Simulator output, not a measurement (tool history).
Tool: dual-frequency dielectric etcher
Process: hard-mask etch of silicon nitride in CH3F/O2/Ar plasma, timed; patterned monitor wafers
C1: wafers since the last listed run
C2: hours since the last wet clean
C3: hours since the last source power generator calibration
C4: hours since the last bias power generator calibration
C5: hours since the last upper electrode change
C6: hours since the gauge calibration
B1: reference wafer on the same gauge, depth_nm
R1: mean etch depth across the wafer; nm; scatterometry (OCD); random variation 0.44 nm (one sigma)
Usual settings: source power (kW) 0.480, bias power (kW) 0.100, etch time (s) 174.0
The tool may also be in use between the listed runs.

{"run": 1, "day": 0.0, "source power (kW)": 0.48, "bias power (kW)": 0.1, "etch time (s)": 206.5, "C1": 0, "C2": 374.4, "C3": 1578.6, "C4": 2825.5, "C5": 3128.8, "C6": 1747.8, "B1": 163.3, "R1": 169.0}
{"run": 2, "day": 4.275, "source power (kW)": 0.48, "bias power (kW)": 0.1, "etch time (s)": 206.5, "C1": 1052, "C2": 477.0, "C3": 1681.2, "C4": 2928.1, "C5": 3231.4, "C6": 1850.4, "B1": 163.2, "R1": 168.8}
{"day": 5.2, "done": "gauge calibrated"}
{"day": 5.879, "done": "source power generator calibrated"}
{"run": 3, "day": 9.379, "source power (kW)": 0.48, "bias power (kW)": 0.1, "etch time (s)": 174.0, "C1": 1215, "C2": 599.5, "C3": 84.0, "C4": 3050.6, "C5": 3353.9, "C6": 100.3, "B1": 163.1, "R1": 145.8}
{"run": 4, "day": 11.096, "source power (kW)": 0.48, "bias power (kW)": 0.1, "etch time (s)": 174.0, "C1": 422, "C2": 640.7, "C3": 125.2, "C4": 3091.8, "C5": 3395.1, "C6": 141.5, "B1": 162.9, "R1": 145.6}
{"day": 12.804, "done": "wet clean of the chamber"}
{"run": 5, "day": 13.333, "source power (kW)": 0.48, "bias power (kW)": 0.105, "etch time (s)": 174.0, "C1": 304, "C2": 12.7, "C3": 178.9, "C4": 3145.5, "C5": 3448.8, "C6": 195.2, "B1": 163.2, "R1": 149.1}
{"day": 16.371, "done": "upper electrode replaced"}
{"run": 6, "day": 17.471, "source power (kW)": 0.48, "bias power (kW)": 0.105, "etch time (s)": 174.0, "C1": 772, "C2": 112.0, "C3": 278.2, "C4": 3244.8, "C5": 26.4, "C6": 294.5, "B1": 163.0, "R1": 148.5}
{"run": 7, "day": 21.638, "source power (kW)": 0.48, "bias power (kW)": 0.1, "etch time (s)": 174.0, "C1": 1025, "C2": 212.0, "C3": 378.2, "C4": 3344.8, "C5": 126.4, "C6": 394.5, "B1": 163.1, "R1": 146.4}
{"run": 8, "day": 23.9, "source power (kW)": 0.48, "bias power (kW)": 0.1, "etch time (s)": 174.0, "C1": 557, "C2": 266.3, "C3": 432.5, "C4": 3399.1, "C5": 180.7, "C6": 448.8, "B1": 162.9, "R1": 145.8}
{"run": 9, "day": 25.783, "source power (kW)": 0.6, "bias power (kW)": 0.1, "etch time (s)": 144.5, "C1": 463, "C2": 311.5, "C3": 477.7, "C4": 3444.3, "C5": 225.9, "C6": 494.0, "B1": 163.1, "R1": 133.1}
{"run": 10, "day": 29.346, "source power (kW)": 0.48, "bias power (kW)": 0.082, "etch time (s)": 174.0, "C1": 877, "C2": 397.0, "C3": 563.2, "C4": 3529.8, "C5": 311.4, "C6": 579.5, "B1": 163.0, "R1": 131.9}
{"run": 11, "day": 32.004, "source power (kW)": 0.48, "bias power (kW)": 0.1, "etch time (s)": 157.0, "C1": 654, "C2": 460.8, "C3": 627.0, "C4": 3593.6, "C5": 375.2, "C6": 643.3, "B1": 163.0, "R1": 131.2}
{"run": 12, "day": 34.075, "source power (kW)": 0.57, "bias power (kW)": 0.1, "etch time (s)": 174.0, "C1": 509, "C2": 510.5, "C3": 676.7, "C4": 3643.3, "C5": 424.9, "C6": 693.0, "B1": 163.0, "R1": 157.2}
{"run": 13, "day": 36.062, "source power (kW)": 0.48, "bias power (kW)": 0.1, "etch time (s)": 174.0, "C1": 489, "C2": 558.2, "C3": 724.4, "C4": 3691.0, "C5": 472.6, "C6": 740.7, "B1": 163.1, "R1": 146.2}
{"run": 14, "day": 38.142, "source power (kW)": 0.48, "bias power (kW)": 0.113, "etch time (s)": 174.0, "C1": 511, "C2": 608.1, "C3": 774.3, "C4": 3740.9, "C5": 522.5, "C6": 790.6, "B1": 163.1, "R1": 154.9}
{"day": 41.262, "done": "wet clean of the chamber"}
{"run": 15, "day": 41.283, "source power (kW)": 0.41, "bias power (kW)": 0.1, "etch time (s)": 212.0, "C1": 527, "C2": 0.5, "C3": 849.7, "C4": 3816.3, "C5": 597.9, "C6": 866.0, "B1": 162.8, "R1": 165.7}
{"run": 16, "day": 42.675, "source power (kW)": 0.48, "bias power (kW)": 0.1, "etch time (s)": 174.0, "C1": 342, "C2": 33.9, "C3": 883.1, "C4": 3849.7, "C5": 631.3, "C6": 899.4, "B1": 163.0, "R1": 145.2}
{"run": 17, "day": 44.912, "source power (kW)": 0.48, "bias power (kW)": 0.112, "etch time (s)": 194.0, "C1": 550, "C2": 87.6, "C3": 936.8, "C4": 3903.4, "C5": 685.0, "C6": 953.1, "B1": 163.0, "R1": 171.6}
{"day": 46.058, "done": "bias power generator calibrated"}
{"run": 18, "day": 48.867, "source power (kW)": 0.48, "bias power (kW)": 0.1, "etch time (s)": 174.0, "C1": 932, "C2": 182.5, "C3": 1031.7, "C4": 67.4, "C5": 779.9, "C6": 1048.0, "B1": 163.0, "R1": 142.5}
{"run": 19, "day": 53.129, "source power (kW)": 0.57, "bias power (kW)": 0.1, "etch time (s)": 174.0, "C1": 1049, "C2": 284.8, "C3": 1134.0, "C4": 169.7, "C5": 882.2, "C6": 1150.3, "B1": 162.9, "R1": 152.5}
{"run": 20, "day": 56.608, "source power (kW)": 0.6, "bias power (kW)": 0.1, "etch time (s)": 174.0, "C1": 856, "C2": 368.3, "C3": 1217.5, "C4": 253.2, "C5": 965.7, "C6": 1233.8, "B1": 162.9, "R1": 156.0}
{"run": 21, "day": 60.712, "source power (kW)": 0.48, "bias power (kW)": 0.1, "etch time (s)": 174.0, "C1": 1010, "C2": 466.8, "C3": 1316.0, "C4": 351.7, "C5": 1064.2, "C6": 1332.3, "B1": 162.9, "R1": 141.5}
{"run": 22, "day": 63.342, "source power (kW)": 0.48, "bias power (kW)": 0.1, "etch time (s)": 213.5, "C1": 647, "C2": 529.9, "C3": 1379.1, "C4": 414.8, "C5": 1127.3, "C6": 1395.4, "B1": 163.0, "R1": 173.1}
{"day": 68.304, "done": "wet clean of the chamber"}
{"run": 23, "day": 75.854, "source power (kW)": 0.59, "bias power (kW)": 0.091, "etch time (s)": 138.0, "C1": 2834, "C2": 181.2, "C3": 1679.4, "C4": 715.1, "C5": 1427.6, "C6": 1695.7, "B1": 162.9, "R1": 115.8}
{"run": 24, "day": 78.504, "source power (kW)": 0.56, "bias power (kW)": 0.088, "etch time (s)": 223.0, "C1": 652, "C2": 244.8, "C3": 1743.0, "C4": 778.7, "C5": 1491.2, "C6": 1759.3, "B1": 163.0, "R1": 180.2}
{"day": 81.1, "done": "source power generator calibrated"}
{"run": 25, "day": 82.312, "source power (kW)": 0.55, "bias power (kW)": 0.1, "etch time (s)": 174.0, "C1": 896, "C2": 336.2, "C3": 29.1, "C4": 870.1, "C5": 1582.6, "C6": 1850.7, "B1": 163.0, "R1": 152.1}
{"run": 26, "day": 86.133, "source power (kW)": 0.37, "bias power (kW)": 0.089, "etch time (s)": 145.0, "C1": 940, "C2": 427.9, "C3": 120.8, "C4": 961.8, "C5": 1674.3, "C6": 1942.4, "B1": 163.0, "R1": 99.7}
{"run": 27, "day": 89.542, "source power (kW)": 0.48, "bias power (kW)": 0.085, "etch time (s)": 193.5, "C1": 839, "C2": 509.7, "C3": 202.6, "C4": 1043.6, "C5": 1756.1, "C6": 2024.2, "B1": 162.9, "R1": 146.4}
{"run": 28, "day": 92.421, "source power (kW)": 0.41, "bias power (kW)": 0.11, "etch time (s)": 174.0, "C1": 708, "C2": 578.8, "C3": 271.7, "C4": 1112.7, "C5": 1825.2, "C6": 2093.3, "B1": 163.2, "R1": 140.4}

Hidden state at the last listed run before each entry between runs and at the first one after, where it differs:
Between runs 2 and 3: gauge calibrated (day 5.200); source power generator calibrated (day 5.879)
  source power that arrives over what is set, %: -5.05 -> 0.118; bias power that arrives over what is set, %: 4.19 -> 4.36
  measured less the result without the state, R1: -0.5 -> +3.1 nm
Between runs 4 and 5: wet clean of the chamber (day 12.804)
  source power that arrives over what is set, %: 0.103 -> 0.0749; bias power that arrives over what is set, %: 4.41 -> 4.48
  measured less the result without the state, R1: +3.0 -> +3.2 nm
Between runs 5 and 6: upper electrode replaced (day 16.371)
  source power that arrives over what is set, %: 0.0749 -> -0.00336; bias power that arrives over what is set, %: 4.48 -> 4.61
  measured less the result without the state, R1: +3.2 -> +3.2 nm
Between runs 14 and 15: wet clean of the chamber (day 41.262)
  source power that arrives over what is set, %: -0.903 -> -1.11; bias power that arrives over what is set, %: 5.27 -> 5.37
  measured less the result without the state, R1: +3.4 -> +3.4 nm
Between runs 17 and 18: bias power generator calibrated (day 46.058)
  source power that arrives over what is set, %: -1.38 -> -1.7; bias power that arrives over what is set, %: 5.49 -> 0.154
  measured less the result without the state, R1: +3.5 -> -1.0 nm
Between runs 22 and 23: wet clean of the chamber (day 68.304)
  source power that arrives over what is set, %: -3.15 -> -4.73; bias power that arrives over what is set, %: 0.615 -> 1.01
  measured less the result without the state, R1: -2.0 -> -2.0 nm
Between runs 24 and 25: source power generator calibrated (day 81.100)
  source power that arrives over what is set, %: -5.11 -> -0.453; bias power that arrives over what is set, %: 1.1 -> 1.22
  measured less the result without the state, R1: -3.4 -> +0.6 nm
